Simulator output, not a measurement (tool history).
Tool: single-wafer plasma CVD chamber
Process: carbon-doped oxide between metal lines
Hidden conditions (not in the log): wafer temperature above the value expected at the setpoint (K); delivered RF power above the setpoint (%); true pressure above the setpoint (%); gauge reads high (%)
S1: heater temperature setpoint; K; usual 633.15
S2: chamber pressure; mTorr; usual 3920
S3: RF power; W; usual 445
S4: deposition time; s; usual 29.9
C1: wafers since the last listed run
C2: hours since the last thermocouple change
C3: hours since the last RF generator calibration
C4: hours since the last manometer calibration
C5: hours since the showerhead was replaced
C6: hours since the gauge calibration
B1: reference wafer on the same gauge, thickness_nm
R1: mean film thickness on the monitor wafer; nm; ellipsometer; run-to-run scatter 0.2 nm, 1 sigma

{"run": 1, "day": 0.0, "S1": 633.15, "S2": 3920, "S3": 395, "S4": 29.9, "C1": 0, "C2": 2628.1, "C3": 1732.8, "C4": 1667.1, "C5": 3008.9, "C6": 49.2, "B1": 119.979, "R1": 116.139}
{"run": 2, "day": 0.517, "S1": 633.15, "S2": 3920, "S3": 395, "S4": 29.9, "C1": 263, "C2": 2640.5, "C3": 1745.2, "C4": 1679.5, "C5": 3021.3, "C6": 61.6, "B1": 120.024, "R1": 116.064}
{"run": 3, "day": 1.104, "S1": 633.15, "S2": 3920, "S3": 445, "S4": 29.9, "C1": 300, "C2": 2654.6, "C3": 1759.3, "C4": 1693.6, "C5": 3035.4, "C6": 75.7, "B1": 119.998, "R1": 130.918}
{"run": 4, "day": 1.812, "S1": 633.15, "S2": 3920, "S3": 445, "S4": 29.9, "C1": 361, "C2": 2671.6, "C3": 1776.3, "C4": 1710.6, "C5": 3052.4, "C6": 92.7, "B1": 120.056, "R1": 131.28}
{"run": 5, "day": 2.121, "S1": 633.15, "S2": 3920, "S3": 445, "S4": 29.9, "C1": 157, "C2": 2679.0, "C3": 1783.7, "C4": 1718.0, "C5": 3059.8, "C6": 100.1, "B1": 120.027, "R1": 130.8}
{"run": 6, "day": 2.854, "S1": 633.15, "S2": 3920, "S3": 390, "S4": 26.7, "C1": 374, "C2": 2696.6, "C3": 1801.3, "C4": 1735.6, "C5": 3077.4, "C6": 117.7, "B1": 120.033, "R1": 102.034}
{"run": 7, "day": 3.283, "S1": 633.15, "S2": 3920, "S3": 445, "S4": 29.9, "C1": 219, "C2": 2706.9, "C3": 1811.6, "C4": 1745.9, "C5": 3087.7, "C6": 128.0, "B1": 120.009, "R1": 130.851}
{"run": 8, "day": 5.508, "S1": 633.15, "S2": 3920, "S3": 445, "S4": 29.9, "C1": 1136, "C2": 2760.3, "C3": 1865.0, "C4": 1799.3, "C5": 3141.1, "C6": 181.4, "B1": 120.08, "R1": 130.721}
{"run": 9, "day": 5.938, "S1": 633.15, "S2": 3920, "S3": 445, "S4": 29.9, "C1": 219, "C2": 2770.6, "C3": 1875.3, "C4": 1809.6, "C5": 3151.4, "C6": 191.7, "B1": 119.922, "R1": 130.6}
{"run": 10, "day": 6.204, "S1": 633.15, "S2": 3920, "S3": 445, "S4": 29.9, "C1": 136, "C2": 2777.0, "C3": 1881.7, "C4": 1816.0, "C5": 3157.8, "C6": 198.1, "B1": 120.047, "R1": 130.475}
{"day": 6.571, "done": "thermocouple changed; heater temperature recalibrated"}
{"run": 11, "day": 6.583, "S1": 633.15, "S2": 3920, "S3": 445, "S4": 29.9, "C1": 23, "C2": 0.3, "C3": 1890.8, "C4": 1825.1, "C5": 3166.9, "C6": 207.2, "B1": 120.035, "R1": 130.884}
{"run": 12, "day": 6.896, "S1": 633.15, "S2": 3920, "S3": 445, "S4": 29.9, "C1": 159, "C2": 7.8, "C3": 1898.3, "C4": 1832.6, "C5": 3174.4, "C6": 214.7, "B1": 119.985, "R1": 130.473}
{"day": 7.333, "done": "gauge calibrated"}
{"day": 7.379, "done": "capacitance manometer re-zeroed and calibrated"}
{"run": 13, "day": 7.4, "S1": 621.15, "S2": 3920, "S3": 445, "S4": 29.9, "C1": 87, "C2": 19.9, "C3": 1910.4, "C4": 0.5, "C5": 3186.5, "C6": 1.6, "B1": 120.017, "R1": 134.357}
{"run": 14, "day": 7.438, "S1": 633.15, "S2": 3170, "S3": 445, "S4": 25.0, "C1": 19, "C2": 20.8, "C3": 1911.3, "C4": 1.4, "C5": 3187.4, "C6": 2.5, "B1": 119.977, "R1": 107.962}
{"run": 15, "day": 8.092, "S1": 633.15, "S2": 4760, "S3": 415, "S4": 29.9, "C1": 334, "C2": 36.5, "C3": 1927.0, "C4": 17.1, "C5": 3203.1, "C6": 18.2, "B1": 119.953, "R1": 124.047}
{"run": 16, "day": 8.55, "S1": 633.15, "S2": 3290, "S3": 500, "S4": 25.6, "C1": 234, "C2": 47.5, "C3": 1938.0, "C4": 28.1, "C5": 3214.1, "C6": 29.2, "B1": 120.057, "R1": 123.186}
{"run": 17, "day": 8.929, "S1": 633.15, "S2": 3920, "S3": 445, "S4": 29.9, "C1": 193, "C2": 56.6, "C3": 1947.1, "C4": 37.2, "C5": 3223.2, "C6": 38.3, "B1": 120.03, "R1": 130.592}
{"run": 18, "day": 9.5, "S1": 638.15, "S2": 4610, "S3": 510, "S4": 29.9, "C1": 291, "C2": 70.3, "C3": 1960.8, "C4": 50.9, "C5": 3236.9, "C6": 52.0, "B1": 119.941, "R1": 147.844}
{"run": 19, "day": 10.004, "S1": 646.15, "S2": 3920, "S3": 445, "S4": 29.9, "C1": 257, "C2": 82.4, "C3": 1972.9, "C4": 63.0, "C5": 3249.0, "C6": 64.1, "B1": 120.004, "R1": 126.78}
{"day": 10.433, "done": "showerhead replaced"}
{"run": 20, "day": 10.608, "S1": 633.15, "S2": 3920, "S3": 415, "S4": 29.9, "C1": 138, "C2": 96.9, "C3": 1987.4, "C4": 77.5, "C5": 4.2, "C6": 78.6, "B1": 120.012, "R1": 121.42}
{"run": 21, "day": 10.912, "S1": 633.15, "S2": 4270, "S3": 355, "S4": 29.9, "C1": 155, "C2": 104.2, "C3": 1994.7, "C4": 84.8, "C5": 11.5, "C6": 85.9, "B1": 120.041, "R1": 103.352}
{"run": 22, "day": 11.167, "S1": 633.15, "S2": 3920, "S3": 520, "S4": 25.0, "C1": 129, "C2": 110.3, "C3": 2000.8, "C4": 90.9, "C5": 17.6, "C6": 92.0, "B1": 120.001, "R1": 125.56}
{"day": 11.621, "done": "RF generator calibrated"}
{"run": 23, "day": 11.642, "S1": 633.15, "S2": 3920, "S3": 445, "S4": 29.9, "C1": 72, "C2": 121.7, "C3": 0.5, "C4": 102.3, "C5": 29.0, "C6": 103.4, "B1": 120.052, "R1": 134.719}
{"run": 24, "day": 12.912, "S1": 633.15, "S2": 3920, "S3": 445, "S4": 29.9, "C1": 649, "C2": 152.2, "C3": 31.0, "C4": 132.8, "C5": 59.5, "C6": 133.9, "B1": 120.042, "R1": 134.561}
{"run": 25, "day": 13.271, "S1": 642.15, "S2": 4730, "S3": 445, "S4": 34.6, "C1": 183, "C2": 160.8, "C3": 39.6, "C4": 141.4, "C5": 68.1, "C6": 142.5, "B1": 120.01, "R1": 155.248}
{"run": 26, "day": 13.608, "S1": 623.15, "S2": 3920, "S3": 445, "S4": 28.0, "C1": 172, "C2": 168.9, "C3": 47.7, "C4": 149.5, "C5": 76.2, "C6": 150.6, "B1": 120.01, "R1": 129.497}
{"day": 14.504, "done": "gauge calibrated"}
{"run": 27, "day": 14.858, "S1": 633.15, "S2": 4190, "S3": 445, "S4": 29.9, "C1": 638, "C2": 198.9, "C3": 77.7, "C4": 179.5, "C5": 106.2, "C6": 8.5, "B1": 119.963, "R1": 135.314}

Each row is a separate what-if for the run after 27, all from the same tool condition, not one after another. Results?
{"run": "A", "day": 14.875, "S1": 633.15, "S2": 3920, "S3": 480, "S4": 29.9, "C1": 8, "C2": 199.3, "C3": 78.1, "C4": 179.9, "C5": 106.6, "C6": 8.9, "B1": "?", "R1": "?"}
{"run": "B", "day": 14.875, "S1": 621.15, "S2": 3110, "S3": 515, "S4": 29.9, "C1": 8, "C2": 199.3, "C3": 78.1, "C4": 179.9, "C5": 106.6, "C6": 8.9, "B1": "?", "R1": "?"}
{"run": "C", "day": 14.875, "S1": 627.15, "S2": 3920, "S3": 445, "S4": 25.7, "C1": 8, "C2": 199.3, "C3": 78.1, "C4": 179.9, "C5": 106.6, "C6": 8.9, "B1": "?", "R1": "?"}
{"run": "D", "day": 14.875, "S1": 628.15, "S2": 3920, "S3": 445, "S4": 29.9, "C1": 8, "C2": 199.3, "C3": 78.1, "C4": 179.9, "C5": 106.6, "C6": 8.9, "B1": "?", "R1": "?"}
{"run": "E", "day": 14.875, "S1": 640.15, "S2": 4780, "S3": 395, "S4": 33.4, "C1": 8, "C2": 199.3, "C3": 78.1, "C4": 179.9, "C5": 106.6, "C6": 8.9, "B1": "?", "R1": "?"}

run=A B1=120.001 R1=144.184
run=B B1=120.001 R1=154.676
run=C B1=120.001 R1=117.836
run=D B1=120.001 R1=136.453
run=E B1=120.001 R1=133.562
Without the tool's hidden state the same runs would have given:
run=A R1=144.923
run=B R1=155.453
run=C R1=118.535
run=D R1=137.262
run=E R1=134.386
